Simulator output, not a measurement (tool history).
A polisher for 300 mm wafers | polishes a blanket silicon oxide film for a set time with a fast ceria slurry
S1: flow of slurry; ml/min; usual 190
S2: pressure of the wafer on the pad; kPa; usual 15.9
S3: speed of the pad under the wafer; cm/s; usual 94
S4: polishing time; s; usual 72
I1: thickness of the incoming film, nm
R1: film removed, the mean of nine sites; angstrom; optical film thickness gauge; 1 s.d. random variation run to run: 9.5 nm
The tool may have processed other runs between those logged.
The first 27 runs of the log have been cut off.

run	hour	S1	S2	S3	S4	I1	R1
# hour 1489.8: worn pad replaced by a new one
28	1547.6	140	20	104	80	2492.6	9524
29	1605.6	250	15.9	94	89	2538.4	9432
30	1659	190	15.9	94	72	2534.4	7295
31	1698.4	245	15.9	94	72	2511.6	7437
# hour 1736.1: slurry nozzle cleaned
32	1749	190	15.9	94	72	2459.9	7626
33	1774.5	220	17.9	94	72	2486.3	8096
# hour 1790: head pressure recalibrated
# hour 1850.6: worn pad replaced by a new one
34	1851.1	240	15.9	64	72	2490.7	6412
35	1889.8	190	20	94	72	2492.5	8196

Here are 5 independent what-if runs from the current tool condition. What would each one return?
A	1890.2	190	15.9	74	72	2500	?
B	1890.2	190	13.1	94	72	2500	?
C	1890.2	245	10.3	64	53	2500	?
D	1890.2	255	12.4	94	72	2500	?
E	1890.2	190	21.4	94	72	2500	?

run	R1
A	6732
B	6837
C	3933
D	6826
E	8805
Take away the tool's hidden state, keep each run's random variation, and the runs would have read:
run	R1
A	6826
B	6933
C	3982
D	6908
E	8928
